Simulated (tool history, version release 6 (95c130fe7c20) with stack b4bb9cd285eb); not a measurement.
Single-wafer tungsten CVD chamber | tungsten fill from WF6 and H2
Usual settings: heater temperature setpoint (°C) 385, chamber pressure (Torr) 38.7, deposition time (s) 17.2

run    hour  heater temperature setpoint (°C)  chamber pressure (Torr)  deposition time (s)  read-back reference wafer on the same gauge, thickness_nm  mean film thickness on the monitor wafer (Å)
  1     0.0                               394                     38.7                 17.2                                                     43.826                                        490.55
  2    46.1                               394                     38.7                 17.2                                                     43.788                                        487.77
  3   285.5                               394                     38.7                 17.2                                                     43.818                                        476.21
  4   334.8                               385                     38.7                 17.2                                                     43.776                                        405.91
  5   440.4                               385                     38.7                 17.2                                                     43.770                                        408.46
  6   521.0                               385                     38.7                 17.2                                                     43.769                                        403.12
  7   571.9                               392                     38.7                 17.2                                                     43.830                                        458.20
  8   626.2                               392                     38.7                 17.2                                                     43.814                                        458.11
  9   698.5                               385                     38.7                 17.2                                                     43.784                                        400.34
      758.4  -- thermocouple changed; heater temperature recalibrated
 10   771.5                               385                     38.7                 17.2                                                     43.838                                        426.06
      784.1  -- showerhead replaced
      789.5  -- gauge calibrated
 11   860.3                               385                     46.3                 17.2                                                     43.774                                        480.12
 12   938.1                               385                     46.3                 17.2                                                     43.781                                        473.45
 13  1008.8                               385                     46.3                 17.2                                                     43.755                                        473.63
 14  1083.5                               385                     38.7                 17.2                                                     43.794                                        411.59
 15  1135.4                               385                     38.7                 17.2                                                     43.825                                        412.73
 16  1207.0                               396                     32.6                 17.2                                                     43.742                                        429.76
 17  1278.9                               370                     38.7                 14.4                                                     43.758                                        256.70
     1344.1  -- capacitance manometer re-zeroed and calibrated
 18  1363.6                               375                     38.7                 15.0                                                     43.796                                        294.27
 19  1467.5                               377                     38.7                 17.2                                                     43.770                                        350.75
 20  1551.4                               385                     35.3                 14.8                                                     43.858                                        323.86
 21  1629.1                               378                     38.7                 17.2                                                     43.808                                        357.57
 22  1729.5                               380                     31.3                 14.4                                                     43.785                                        256.16
     1741.1  -- thermocouple changed; heater temperature recalibrated
 23  1789.6                               385                     38.7                 17.2                                                     43.804                                        426.52
 24  1897.4                               396                     33.6                 19.6                                                     43.796                                        512.53
 25  1985.8                               393                     38.7                 17.2                                                     43.816                                        473.30
 26  2206.1                               396                     33.1                 19.2                                                     43.786                                        479.73
 27  2309.1                               385                     38.7                 17.2                                                     43.777                                        404.88

Forecast each of these 5 alternatives for the next run:
  A  2309.5                               385                     38.7                 17.2                                                          ?                                             ?
  B  2309.5                               396                     29.1                 20.6                                                          ?                                             ?
  C  2309.5                               377                     46.8                 19.1                                                          ?                                             ?
  D  2309.5                               378                     45.2                 14.0                                                          ?                                             ?
  E  2309.5                               397                     38.7                 17.2                                                          ?                                             ?

run  read-back reference wafer on the same gauge, thickness_nm  mean film thickness on the monitor wafer (Å)
  A                                                     43.789                                        407.08
  B                                                     43.789                                        456.85
  C                                                     43.789                                        448.60
  D                                                     43.789                                        326.63
  E                                                     43.789                                        503.32
Without the tool's hidden state the same runs would have given:
run  mean film thickness on the monitor wafer (Å)
  A                                        427.74
  B                                        478.81
  C                                        472.20
  D                                        343.77
  E                                        527.44
